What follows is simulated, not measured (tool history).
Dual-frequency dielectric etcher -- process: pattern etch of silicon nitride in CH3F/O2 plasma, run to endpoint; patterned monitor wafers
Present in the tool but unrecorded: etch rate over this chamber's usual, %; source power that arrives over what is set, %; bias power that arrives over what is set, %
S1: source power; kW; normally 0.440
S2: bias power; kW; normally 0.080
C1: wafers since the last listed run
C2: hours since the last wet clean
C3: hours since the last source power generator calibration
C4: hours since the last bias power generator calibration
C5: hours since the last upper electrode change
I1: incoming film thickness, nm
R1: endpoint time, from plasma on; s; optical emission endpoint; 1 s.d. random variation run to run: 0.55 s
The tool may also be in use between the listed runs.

run   hour     S1     S2   C1     C2      C3      C4      C5    I1     R1
  1    0.0  0.390  0.080    0  575.2  4461.0  1780.7  1815.4  78.0  105.9
  2   14.5  0.390  0.080  126  589.7  4475.5  1795.2  1829.9  78.2  106.3
  3   29.2  0.440  0.080  128  604.4  4490.2  1809.9  1844.6  76.6   97.6
  4   38.8  0.440  0.080   83  614.0  4499.8  1819.5  1854.2  77.9  100.3
  5   55.9  0.440  0.080  149  631.1  4516.9  1836.6  1871.3  77.5   99.3
  6   67.5  0.440  0.080  101  642.7  4528.5  1848.2  1882.9  77.1   99.6
  7   76.7  0.370  0.080   80  651.9  4537.7  1857.4  1892.1  77.9  108.5
  8   88.3  0.370  0.080  101  663.5  4549.3  1869.0  1903.7  76.9  109.5
  9   98.6  0.440  0.065   89  673.8  4559.6  1879.3  1914.0  77.2  105.1
     125.7  -- wet clean of the chamber
 10  126.2  0.440  0.065   31    0.5  4587.2  1906.9  1941.6  77.2   97.4
 11  126.6  0.440  0.080    3    0.9  4587.6  1907.3  1942.0  77.8   94.9
 12  127.4  0.440  0.088    6    1.7  4588.4  1908.1  1942.8  77.1   91.8
 13  140.4  0.440  0.088  113   14.7  4601.4  1921.1  1955.8  77.1   92.6
 14  148.7  0.440  0.080   72   23.0  4609.7  1929.4  1964.1  77.9   94.8
 15  159.0  0.520  0.097   89   33.3  4620.0  1939.7  1974.4  77.8   84.7
 16  175.1  0.440  0.080  140   49.4  4636.1  1955.8  1990.5  77.8   95.6
 17  191.2  0.540  0.080  140   65.5  4652.2  1971.9  2006.6  77.6   86.6
 18  199.6  0.440  0.080   73   73.9  4660.6  1980.3  2015.0  77.5   94.3
     210.4  -- source power generator calibrated
     230.3  -- bias power generator calibrated
     232.0  -- upper electrode replaced
 19  232.5  0.440  0.080  202  106.8    22.1     2.2     0.5  77.1   95.3
 20  238.9  0.440  0.080   55  113.2    28.5     8.6     6.9  78.5   96.4
 21  256.1  0.390  0.089  149  130.4    45.7    25.8    24.1  78.7  101.1
 22  264.8  0.480  0.075   75  139.1    54.4    34.5    32.8  78.0   93.3
 23  272.0  0.400  0.062   62  146.3    61.6    41.7    40.0  78.0  104.3
 24  285.0  0.440  0.080  113  159.3    74.6    54.7    53.0  77.8   96.5
 25  298.5  0.520  0.068  117  172.8    88.1    68.2    66.5  77.8   91.9
 26  307.4  0.410  0.080   77  181.7    97.0    77.1    75.4  76.9   98.8
 27  317.3  0.360  0.080   86  191.6   106.9    87.0    85.3  77.5  105.2
 28  327.6  0.440  0.080   89  201.9   117.2    97.3    95.6  77.3   96.6

How would selected steps in R1 from run to run divide? Give the signed amount a tool lacking its hidden state would still show from settings, what came in and random variation, and the signed amount left for the hidden state, including any gauge scatter that is not in both of the compared results.
Run 6 -> 7: S1 0.440 -> 0.370. R1 +8.9 s: hidden state +0.7, all else +8.2.
Run 9 -> 10: wet clean of the chamber. R1 -7.7 s: hidden state -6.0, all else -1.7.
Run 15 -> 16: S1 0.520 -> 0.440, S2 0.097 -> 0.080. R1 +10.9 s: hidden state +0.3, all else +10.6.
Run 22 -> 23: S1 0.480 -> 0.400, S2 0.075 -> 0.062. R1 +11.0 s: hidden state +0.3, all else +10.7.
